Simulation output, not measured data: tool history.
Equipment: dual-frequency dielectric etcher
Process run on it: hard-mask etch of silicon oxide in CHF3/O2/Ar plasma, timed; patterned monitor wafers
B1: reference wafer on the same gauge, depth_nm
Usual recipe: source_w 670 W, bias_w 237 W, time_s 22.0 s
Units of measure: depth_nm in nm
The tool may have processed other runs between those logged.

Run 1, hour 0.0: usual settings but time_s 26.5 s; B1 56.33. Result: depth_nm 64.60 nm.
At hour 77.3: wet clean of the chamber.
Run 2, hour 77.8: usual settings but time_s 26.5 s; B1 56.36. Result: depth_nm 65.12 nm.
Run 3, hour 257.4: usual settings but time_s 26.5 s; B1 56.43. Result: depth_nm 65.22 nm.
Run 4, hour 299.3: usual settings; B1 56.37. Result: depth_nm 53.97 nm.
Run 5, hour 392.8: usual settings but source_w 770 W; B1 56.35. Result: depth_nm 57.63 nm.
Run 6, hour 477.1: usual settings; B1 56.41. Result: depth_nm 53.85 nm.
At hour 546.3: wet clean of the chamber.
Run 7, hour 546.8: usual settings; B1 56.33. Result: depth_nm 53.53 nm.
Run 8, hour 611.7: usual settings; B1 56.47. Result: depth_nm 54.18 nm.
Run 9, hour 687.1: usual settings; B1 56.43. Result: depth_nm 54.14 nm.
Run 10, hour 744.4: usual settings; B1 56.43. Result: depth_nm 54.22 nm.
At hour 788.6: upper electrode replaced.
Run 11, hour 801.4: usual settings; B1 56.38. Result: depth_nm 54.02 nm.
Run 12, hour 894.6: usual settings; B1 56.40. Result: depth_nm 54.40 nm.
Run 13, hour 954.1: usual settings; B1 56.44. Result: depth_nm 53.97 nm.
At hour 1007.6: wet clean of the chamber.
Run 14, hour 1059.2: usual settings; B1 56.48. Result: depth_nm 54.95 nm.
Run 15, hour 1159.0: usual settings but bias_w 270 W; B1 56.45. Result: depth_nm 57.10 nm.
At hour 1183.8: gauge calibrated.
Run 16, hour 1213.5: usual settings but source_w 620 W, bias_w 186 W, time_s 26.5 s; B1 56.37. Result: depth_nm 57.21 nm.
Run 17, hour 1264.9: usual settings but source_w 750 W, time_s 15.5 s; B1 56.40. Result: depth_nm 40.85 nm.
Run 18, hour 1343.7: usual settings; B1 56.42. Result: depth_nm 54.75 nm.
At hour 1380.2: bias power generator calibrated.
At hour 1429.9: source power generator calibrated.
At hour 1458.9: wet clean of the chamber.
Run 19, hour 1459.4: usual settings but bias_w 188 W; B1 56.35. Result: depth_nm 49.28 nm.
Run 20, hour 1478.9: usual settings; B1 56.32. Result: depth_nm 53.90 nm.
Run 21, hour 1560.8: usual settings but source_w 830 W, time_s 27.5 s; B1 56.41. Result: depth_nm 74.48 nm.
Run 22, hour 1615.0: usual settings; B1 56.37. Result: depth_nm 53.86 nm.
Run 23, hour 1695.2: usual settings but source_w 560 W, bias_w 267 W; B1 56.38. Result: depth_nm 51.13 nm.
Run 24, hour 1753.7: usual settings but source_w 840 W, bias_w 262 W; B1 56.35. Result: depth_nm 62.67 nm.
Run 25, hour 1796.9: usual settings but source_w 610 W; B1 56.41. Result: depth_nm 51.20 nm.
At hour 1843.2: wet clean of the chamber.
Run 26, hour 1862.6: usual settings but source_w 750 W, time_s 27.5 s; B1 56.50. Result: depth_nm 70.89 nm.
Run 27, hour 1933.7: usual settings but time_s 16.5 s; B1 56.33. Result: depth_nm 40.30 nm.
Run 28, hour 2038.5: usual settings but source_w 520 W; B1 56.49. Result: depth_nm 47.47 nm.

Measured result minus the same run's result without the hidden state. Both carry the same run-to-run variation, though not necessarily the same gauge scatter:
What the log doesn't record here: etch rate over this chamber's usual, %; source power that arrives over what is set, %; bias power that arrives over what is set, %; gauge reads high (%).
run  depth_nm
  1     +0.05
  2     +0.06
  3     +0.12
  4     +0.12
  5     +0.16
  6     +0.20
  7     +0.25
  8     +0.29
  9     +0.34
 10     +0.39
 11     +0.43
 12     +0.52
 13     +0.57
 14     +0.68
 15     +0.85
 16     +0.85
 17     +0.68
 18     +1.01
 19     +0.06
 20     +0.07
 21     +0.11
 22     +0.10
 23     +0.11
 24     +0.15
 25     +0.14
 26     +0.22
 27     +0.15
 28     +0.23

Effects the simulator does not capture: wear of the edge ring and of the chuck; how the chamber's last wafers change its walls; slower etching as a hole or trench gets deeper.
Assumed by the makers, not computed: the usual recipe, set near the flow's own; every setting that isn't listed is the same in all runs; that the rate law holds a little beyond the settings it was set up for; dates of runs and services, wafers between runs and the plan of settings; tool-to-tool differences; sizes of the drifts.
